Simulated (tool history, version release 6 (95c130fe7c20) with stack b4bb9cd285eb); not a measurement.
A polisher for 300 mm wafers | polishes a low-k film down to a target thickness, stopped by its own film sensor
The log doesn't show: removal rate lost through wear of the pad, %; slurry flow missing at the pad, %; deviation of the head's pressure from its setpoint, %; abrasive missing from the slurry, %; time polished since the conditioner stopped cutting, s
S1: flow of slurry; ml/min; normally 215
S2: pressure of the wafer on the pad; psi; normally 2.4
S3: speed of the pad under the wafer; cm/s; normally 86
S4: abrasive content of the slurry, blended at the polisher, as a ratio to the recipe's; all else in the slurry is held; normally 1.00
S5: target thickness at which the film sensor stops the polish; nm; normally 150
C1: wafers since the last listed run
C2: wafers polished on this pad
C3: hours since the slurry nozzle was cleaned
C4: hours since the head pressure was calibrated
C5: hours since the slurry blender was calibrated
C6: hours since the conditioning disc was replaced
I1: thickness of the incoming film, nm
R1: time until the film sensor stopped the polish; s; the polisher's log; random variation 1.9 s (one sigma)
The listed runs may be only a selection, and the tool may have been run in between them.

run    hour   S1   S2   S3    S4   S5   C1    C2     C3      C4     C5     C6     I1     R1
  1     0.0  215  2.8   72  1.00  150    0  1862  660.3   677.5  111.1   20.1  207.8  151.8
       73.1  -- worn pad replaced by a new one
  2    80.9  215  2.8   72  1.00  150  577    58  741.2   758.4  192.0  101.0  209.8  139.5
      158.8  -- slurry nozzle cleaned
      173.0  -- slurry blender recalibrated
  3   188.7  215  2.8   72  1.00  150  787   846   29.9   866.2   15.7  208.8  211.6  142.8
  4   228.2  170  2.4   86  0.75  150  296  1143   69.4   905.7   55.2  248.3  209.9  151.0
  5   267.4  170  2.4   86  0.75  150  294  1437  108.6   944.9   94.4  287.5  212.2  165.3
  6   332.2  170  2.4   86  0.75  150  486  1924  173.4  1009.7  159.2  352.3  212.9  180.4
      336.7  -- conditioning disc replaced and pad reconditioned
      353.0  -- worn pad replaced by a new one
  7   424.6  215  2.1   86  1.00  150  649   538  265.8  1102.1  251.6   87.9  209.3  151.9
  8   496.6  215  2.1   86  1.00  150  541  1079  337.8  1174.1  323.6  159.9  212.0  169.9
      527.8  -- slurry blender recalibrated
  9   569.3  215  2.1   86  1.00  150  531  1610  410.5  1246.8   41.5  232.6  208.9  153.4
      638.6  -- head pressure recalibrated
 10   639.9  215  2.4   96  1.00  150  515  2126  481.1     1.3  112.1  303.2  212.1  148.1
      653.9  -- worn pad replaced by a new one
      661.9  -- conditioning disc replaced and pad reconditioned
 11   747.5  215  2.4   96  1.00  150  763   688  588.7   108.9  219.7   85.6  213.7  139.5
 12   831.3  215  2.4  108  1.00  150  629  1318  672.5   192.7  303.5  169.4  211.2  124.5
      840.1  -- slurry blender recalibrated
      867.6  -- slurry nozzle cleaned
 13   877.8  265  2.7  100  1.00  150  326  1645   10.2   239.2   37.7  215.9  209.5  109.9
      951.9  -- conditioning disc replaced and pad reconditioned
 14   983.0  165  2.4   60  1.00  150  775  2420  115.4   344.4  142.9   31.1  207.6  212.8
     1001.7  -- worn pad replaced by a new one
 15  1052.7  255  2.9   78  1.00  162  493   382  185.1   414.1  212.6  100.8  212.1  107.1
 16  1117.1  215  2.4   86  1.10  166  483   866  249.5   478.5  277.0  165.2  212.8  110.2
     1177.4  -- slurry blender recalibrated
 17  1211.1  215  2.4   86  1.00  150  691  1558  343.5   572.5   33.7  259.2  213.4  146.4
 18  1267.3  215  2.4   86  1.00  150  422  1980  399.7   628.7   89.9  315.4  206.9  140.2
     1294.0  -- worn pad replaced by a new one
     1299.9  -- conditioning disc replaced and pad reconditioned
 19  1320.2  215  2.4   86  1.00  150  352   181  452.6   681.6  142.8   20.3  206.4  126.0
 20  1401.1  215  2.4   86  1.00  150  607   789  533.5   762.5  223.7  101.2  208.1  137.2
     1478.7  -- slurry blender recalibrated
 21  1479.8  215  2.4  112  1.10  150  576  1366  612.2   841.2    1.1  179.9  211.3  112.4
 22  1551.5  215  2.4   86  1.00  129  538  1904  683.9   912.9   72.8  251.6  209.0  200.9

5 options for the next run, each taken on its own from the tool as it stands now. Forecast them:
  A  1552.0  215  1.9  86  1.00  150   3  1908  684.4  913.4  73.3  252.1  209.5   ?
  B  1552.0  215  2.4  86  0.75  150   3  1908  684.4  913.4  73.3  252.1  209.5   ?
  C  1552.0  215  2.4  86  1.00  140   3  1908  684.4  913.4  73.3  252.1  209.5   ?
  D  1552.0  160  3.1  86  0.85  160   3  1908  684.4  913.4  73.3  252.1  209.5   ?
  E  1552.0  215  2.4  86  1.20  150   3  1908  684.4  913.4  73.3  252.1  209.5   ?

run     R1
  A  170.7
  B  161.0
  C  173.6
  D  113.4
  E  141.1
What these runs would have given with no unlogged condition in the tool:
run     R1
  A  146.6
  B  137.8
  C  149.0
  D   97.2
  E  121.4

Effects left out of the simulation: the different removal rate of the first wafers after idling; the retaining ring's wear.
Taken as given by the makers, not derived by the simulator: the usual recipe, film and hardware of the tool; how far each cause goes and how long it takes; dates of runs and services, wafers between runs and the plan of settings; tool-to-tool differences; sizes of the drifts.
